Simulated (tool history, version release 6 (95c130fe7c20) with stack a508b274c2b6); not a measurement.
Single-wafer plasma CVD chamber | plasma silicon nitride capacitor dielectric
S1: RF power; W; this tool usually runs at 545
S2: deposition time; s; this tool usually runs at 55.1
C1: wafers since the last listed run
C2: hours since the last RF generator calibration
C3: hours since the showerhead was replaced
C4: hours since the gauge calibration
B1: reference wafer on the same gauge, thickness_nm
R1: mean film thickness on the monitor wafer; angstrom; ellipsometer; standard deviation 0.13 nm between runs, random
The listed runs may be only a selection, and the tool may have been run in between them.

run 1 hour=0.0 | S1=545 S2=50.9 | C1=0 C2=1386.7 C3=5838.4 C4=2.5 | B1=80.204 | R1=771.83
run 2 hour=10.3 | S1=545 S2=55.1 | C1=200 C2=1397.0 C3=5848.7 C4=12.8 | B1=80.225 | R1=835.18
run 3 hour=27.9 | S1=545 S2=55.1 | C1=341 C2=1414.6 C3=5866.3 C4=30.4 | B1=80.296 | R1=836.86
run 4 hour=37.9 | S1=545 S2=55.1 | C1=194 C2=1424.6 C3=5876.3 C4=40.4 | B1=80.319 | R1=837.07
run 5 hour=55.6 | S1=545 S2=55.1 | C1=343 C2=1442.3 C3=5894.0 C4=58.1 | B1=80.392 | R1=837.66
run 6 hour=72.4 | S1=545 S2=55.1 | C1=326 C2=1459.1 C3=5910.8 C4=74.9 | B1=80.419 | R1=839.31
run 7 hour=86.6 | S1=585 S2=46.7 | C1=275 C2=1473.3 C3=5925.0 C4=89.1 | B1=80.491 | R1=729.17
run 8 hour=98.0 | S1=515 S2=55.1 | C1=221 C2=1484.7 C3=5936.4 C4=100.5 | B1=80.526 | R1=821.59
run 9 hour=128.6 | S1=545 S2=55.1 | C1=594 C2=1515.3 C3=5967.0 C4=131.1 | B1=80.605 | R1=838.57
run 10 hour=140.6 | S1=545 S2=55.1 | C1=233 C2=1527.3 C3=5979.0 C4=143.1 | B1=80.602 | R1=838.40
run 11 hour=157.9 | S1=610 S2=64.1 | C1=336 C2=1544.6 C3=5996.3 C4=160.4 | B1=80.700 | R1=1015.87
-- hour=167.9 showerhead replaced
run 12 hour=171.8 | S1=515 S2=46.5 | C1=114 C2=1558.5 C3=3.9 C4=174.3 | B1=80.705 | R1=698.28
-- hour=188.7 RF generator calibrated
run 13 hour=189.2 | S1=460 S2=55.1 | C1=182 C2=0.5 C3=21.3 C4=191.7 | B1=80.812 | R1=793.72
-- hour=191.0 gauge calibrated
run 14 hour=193.1 | S1=595 S2=51.8 | C1=75 C2=4.4 C3=25.2 C4=2.1 | B1=80.110 | R1=808.47
run 15 hour=205.1 | S1=510 S2=51.5 | C1=233 C2=16.4 C3=37.2 C4=14.1 | B1=80.193 | R1=762.74
run 16 hour=212.6 | S1=545 S2=55.1 | C1=145 C2=23.9 C3=44.7 C4=21.6 | B1=80.234 | R1=834.79
run 17 hour=228.2 | S1=585 S2=45.8 | C1=303 C2=39.5 C3=60.3 C4=37.2 | B1=80.233 | R1=712.01
run 18 hour=238.7 | S1=460 S2=47.3 | C1=204 C2=50.0 C3=70.8 C4=47.7 | B1=80.285 | R1=678.49
run 19 hour=251.2 | S1=545 S2=55.1 | C1=242 C2=62.5 C3=83.3 C4=60.2 | B1=80.352 | R1=836.96
run 20 hour=263.7 | S1=545 S2=55.1 | C1=242 C2=75.0 C3=95.8 C4=72.7 | B1=80.349 | R1=838.05

Below, each run's measurement less what the same run would have read without the hidden state. Both values contain the same run-to-run variation, but the gauge's scatter may not be the same in both:
The hidden state here: delivered RF power above the setpoint (%); gauge reads high (%).
run=1 R1=-0.03
run=2 R1=+0.31
run=3 R1=+0.90
run=4 R1=+1.23
run=5 R1=+1.82
run=6 R1=+2.39
run=7 R1=+2.49
run=8 R1=+3.17
run=9 R1=+4.26
run=10 R1=+4.66
run=11 R1=+6.33
run=12 R1=+4.74
run=13 R1=+5.93
run=14 R1=-0.64
run=15 R1=-0.24
run=16 R1=-0.01
run=17 R1=+0.44
run=18 R1=+0.70
run=19 R1=+1.28
run=20 R1=+1.70

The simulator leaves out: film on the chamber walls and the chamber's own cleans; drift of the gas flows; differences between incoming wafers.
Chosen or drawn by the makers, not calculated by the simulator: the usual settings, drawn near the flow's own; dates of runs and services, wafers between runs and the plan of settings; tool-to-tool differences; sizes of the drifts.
